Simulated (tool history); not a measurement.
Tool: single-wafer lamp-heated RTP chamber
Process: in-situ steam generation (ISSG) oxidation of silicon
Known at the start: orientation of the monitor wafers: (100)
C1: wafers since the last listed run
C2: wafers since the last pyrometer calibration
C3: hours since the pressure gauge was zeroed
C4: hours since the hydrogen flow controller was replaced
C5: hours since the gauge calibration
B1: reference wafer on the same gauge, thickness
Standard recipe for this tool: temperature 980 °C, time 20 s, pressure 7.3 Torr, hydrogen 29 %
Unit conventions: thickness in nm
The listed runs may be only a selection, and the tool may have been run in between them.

{"run": 1, "day": 0.0, "temperature": 980, "time": 20, "pressure": 6.9, "hydrogen": 29, "C1": 0, "C2": 837, "C3": 1887.6, "C4": 5038.2, "C5": 1148.7, "B1": 5.586, "thickness": 5.918}
{"run": 2, "day": 0.629, "temperature": 980, "time": 23, "pressure": 8, "hydrogen": 29, "C1": 130, "C2": 967, "C3": 1902.7, "C4": 5053.3, "C5": 1163.8, "B1": 5.586, "thickness": 6.282}
{"day": 1.808, "done": "hydrogen flow controller replaced"}
{"run": 3, "day": 1.829, "temperature": 991, "time": 20, "pressure": 7.3, "hydrogen": 29, "C1": 179, "C2": 1146, "C3": 1931.5, "C4": 0.5, "C5": 1192.6, "B1": 5.566, "thickness": 6.227}
{"day": 2.958, "done": "pyrometer window cleaned and pyrometer calibrated, repeated, since the last time left the tool worse"}
{"run": 4, "day": 2.979, "temperature": 980, "time": 20, "pressure": 7.3, "hydrogen": 29, "C1": 168, "C2": 4, "C3": 1959.1, "C4": 28.1, "C5": 1220.2, "B1": 5.566, "thickness": 5.67}
{"run": 5, "day": 3.762, "temperature": 980, "time": 20, "pressure": 7.3, "hydrogen": 29, "C1": 161, "C2": 166, "C3": 1977.9, "C4": 46.9, "C5": 1239, "B1": 5.58, "thickness": 5.719}
{"run": 6, "day": 4.875, "temperature": 996, "time": 20, "pressure": 7.3, "hydrogen": 29, "C1": 229, "C2": 396, "C3": 2004.6, "C4": 73.6, "C5": 1265.7, "B1": 5.587, "thickness": 6.041}
{"run": 7, "day": 8.675, "temperature": 996, "time": 20, "pressure": 7.3, "hydrogen": 29, "C1": 785, "C2": 1181, "C3": 2095.8, "C4": 164.8, "C5": 1356.9, "B1": 5.579, "thickness": 6.126}
{"run": 8, "day": 9.45, "temperature": 980, "time": 20, "pressure": 7.3, "hydrogen": 29, "C1": 160, "C2": 1341, "C3": 2114.4, "C4": 183.4, "C5": 1375.5, "B1": 5.581, "thickness": 5.726}
{"day": 10.367, "done": "pressure gauge zeroed"}
{"run": 9, "day": 10.467, "temperature": 980, "time": 20, "pressure": 7.3, "hydrogen": 29, "C1": 141, "C2": 1482, "C3": 2.4, "C4": 207.8, "C5": 1399.9, "B1": 5.584, "thickness": 5.737}
{"run": 10, "day": 11.708, "temperature": 980, "time": 20, "pressure": 8.1, "hydrogen": 32, "C1": 256, "C2": 1739, "C3": 32.2, "C4": 237.6, "C5": 1429.7, "B1": 5.575, "thickness": 5.943}
{"run": 11, "day": 12.646, "temperature": 980, "time": 20, "pressure": 7.3, "hydrogen": 29, "C1": 193, "C2": 1933, "C3": 54.7, "C4": 260.1, "C5": 1452.2, "B1": 5.574, "thickness": 5.745}
{"day": 12.758, "done": "gauge calibrated"}
{"run": 12, "day": 13.546, "temperature": 980, "time": 25, "pressure": 7.3, "hydrogen": 19, "C1": 185, "C2": 2119, "C3": 76.3, "C4": 281.7, "C5": 18.9, "B1": 5.581, "thickness": 5.788}
{"run": 13, "day": 14.254, "temperature": 966, "time": 14, "pressure": 7.3, "hydrogen": 29, "C1": 146, "C2": 2265, "C3": 93.3, "C4": 298.7, "C5": 35.9, "B1": 5.584, "thickness": 4.779}
{"run": 14, "day": 14.825, "temperature": 980, "time": 24, "pressure": 7.8, "hydrogen": 29, "C1": 117, "C2": 2383, "C3": 107, "C4": 312.4, "C5": 49.6, "B1": 5.578, "thickness": 6.311}
{"run": 15, "day": 15.667, "temperature": 980, "time": 20, "pressure": 7.3, "hydrogen": 29, "C1": 173, "C2": 2557, "C3": 127.2, "C4": 332.6, "C5": 69.8, "B1": 5.583, "thickness": 5.823}
{"day": 16.088, "done": "pyrometer window cleaned and pyrometer calibrated"}
{"run": 16, "day": 16.779, "temperature": 980, "time": 20, "pressure": 7.3, "hydrogen": 32, "C1": 161, "C2": 142, "C3": 153.9, "C4": 359.3, "C5": 96.5, "B1": 5.569, "thickness": 5.875}
{"run": 17, "day": 17.829, "temperature": 980, "time": 16, "pressure": 8.5, "hydrogen": 32, "C1": 216, "C2": 359, "C3": 179.1, "C4": 384.5, "C5": 121.7, "B1": 5.581, "thickness": 5.296}
{"run": 18, "day": 18.917, "temperature": 980, "time": 20, "pressure": 7.3, "hydrogen": 23, "C1": 224, "C2": 584, "C3": 205.2, "C4": 410.6, "C5": 147.8, "B1": 5.581, "thickness": 5.361}
{"run": 19, "day": 20.004, "temperature": 991, "time": 20, "pressure": 8.7, "hydrogen": 19, "C1": 224, "C2": 809, "C3": 231.3, "C4": 436.7, "C5": 173.9, "B1": 5.585, "thickness": 5.361}
{"run": 20, "day": 20.875, "temperature": 992, "time": 15, "pressure": 6.9, "hydrogen": 32, "C1": 179, "C2": 989, "C3": 252.2, "C4": 457.6, "C5": 194.8, "B1": 5.584, "thickness": 5.434}
{"run": 21, "day": 22.3, "temperature": 972, "time": 24, "pressure": 6.9, "hydrogen": 21, "C1": 294, "C2": 1283, "C3": 286.4, "C4": 491.8, "C5": 229, "B1": 5.589, "thickness": 5.579}
{"run": 22, "day": 23.362, "temperature": 972, "time": 28, "pressure": 7.3, "hydrogen": 29, "C1": 219, "C2": 1503, "C3": 311.9, "C4": 517.3, "C5": 254.5, "B1": 5.587, "thickness": 6.422}
{"run": 23, "day": 26.142, "temperature": 989, "time": 15, "pressure": 6.9, "hydrogen": 22, "C1": 574, "C2": 2077, "C3": 378.6, "C4": 584, "C5": 321.2, "B1": 5.572, "thickness": 4.901}
{"run": 24, "day": 27.138, "temperature": 980, "time": 20, "pressure": 8.8, "hydrogen": 32, "C1": 205, "C2": 2283, "C3": 402.5, "C4": 607.9, "C5": 345.1, "B1": 5.586, "thickness": 5.825}
{"day": 27.888, "done": "pyrometer window cleaned and pyrometer calibrated"}
{"run": 25, "day": 28.571, "temperature": 980, "time": 20, "pressure": 7.3, "hydrogen": 29, "C1": 227, "C2": 141, "C3": 436.9, "C4": 642.3, "C5": 379.5, "B1": 5.583, "thickness": 5.664}
{"run": 26, "day": 29.142, "temperature": 980, "time": 20, "pressure": 6.9, "hydrogen": 22, "C1": 117, "C2": 259, "C3": 450.6, "C4": 656, "C5": 393.2, "B1": 5.572, "thickness": 5.23}
{"run": 27, "day": 30.038, "temperature": 980, "time": 20, "pressure": 7.3, "hydrogen": 29, "C1": 185, "C2": 444, "C3": 472.1, "C4": 677.5, "C5": 414.7, "B1": 5.57, "thickness": 5.739}
{"run": 28, "day": 31.025, "temperature": 964, "time": 26, "pressure": 6.9, "hydrogen": 29, "C1": 204, "C2": 648, "C3": 495.8, "C4": 701.2, "C5": 438.4, "B1": 5.58, "thickness": 6.091}
{"run": 29, "day": 32.479, "temperature": 967, "time": 20, "pressure": 7.3, "hydrogen": 21, "C1": 300, "C2": 948, "C3": 530.7, "C4": 736.1, "C5": 473.3, "B1": 5.585, "thickness": 4.996}
{"run": 30, "day": 33.529, "temperature": 980, "time": 20, "pressure": 7.3, "hydrogen": 29, "C1": 216, "C2": 1165, "C3": 555.9, "C4": 761.3, "C5": 498.5, "B1": 5.582, "thickness": 5.703}

Each row is a separate what-if for the run after 30, all from the same tool condition, not one after another. Results?
{"run": "A", "day": 33.546, "temperature": 980, "time": 20, "pressure": 7.3, "hydrogen": 29, "C1": 3, "C2": 1169, "C3": 556.3, "C4": 761.7, "C5": 498.9, "B1": "?", "thickness": "?"}
{"run": "B", "day": 33.546, "temperature": 993, "time": 14, "pressure": 8.6, "hydrogen": 32, "C1": 3, "C2": 1169, "C3": 556.3, "C4": 761.7, "C5": 498.9, "B1": "?", "thickness": "?"}
{"run": "C", "day": 33.546, "temperature": 980, "time": 26, "pressure": 7.3, "hydrogen": 32, "C1": 3, "C2": 1169, "C3": 556.3, "C4": 761.7, "C5": 498.9, "B1": "?", "thickness": "?"}
{"run": "D", "day": 33.546, "temperature": 988, "time": 13, "pressure": 8.6, "hydrogen": 32, "C1": 3, "C2": 1169, "C3": 556.3, "C4": 761.7, "C5": 498.9, "B1": "?", "thickness": "?"}
{"run": "E", "day": 33.546, "temperature": 980, "time": 20, "pressure": 7.7, "hydrogen": 29, "C1": 3, "C2": 1169, "C3": 556.3, "C4": 761.7, "C5": 498.9, "B1": "?", "thickness": "?"}

run=A B1=5.581 thickness=5.752
run=B B1=5.581 thickness=5.273
run=C B1=5.581 thickness=6.638
run=D B1=5.581 thickness=5.027
run=E B1=5.581 thickness=5.749
What these runs would have given with no unlogged condition in the tool:
run=A thickness=5.689
run=B thickness=5.217
run=C thickness=6.56
run=D thickness=4.977
run=E thickness=5.686
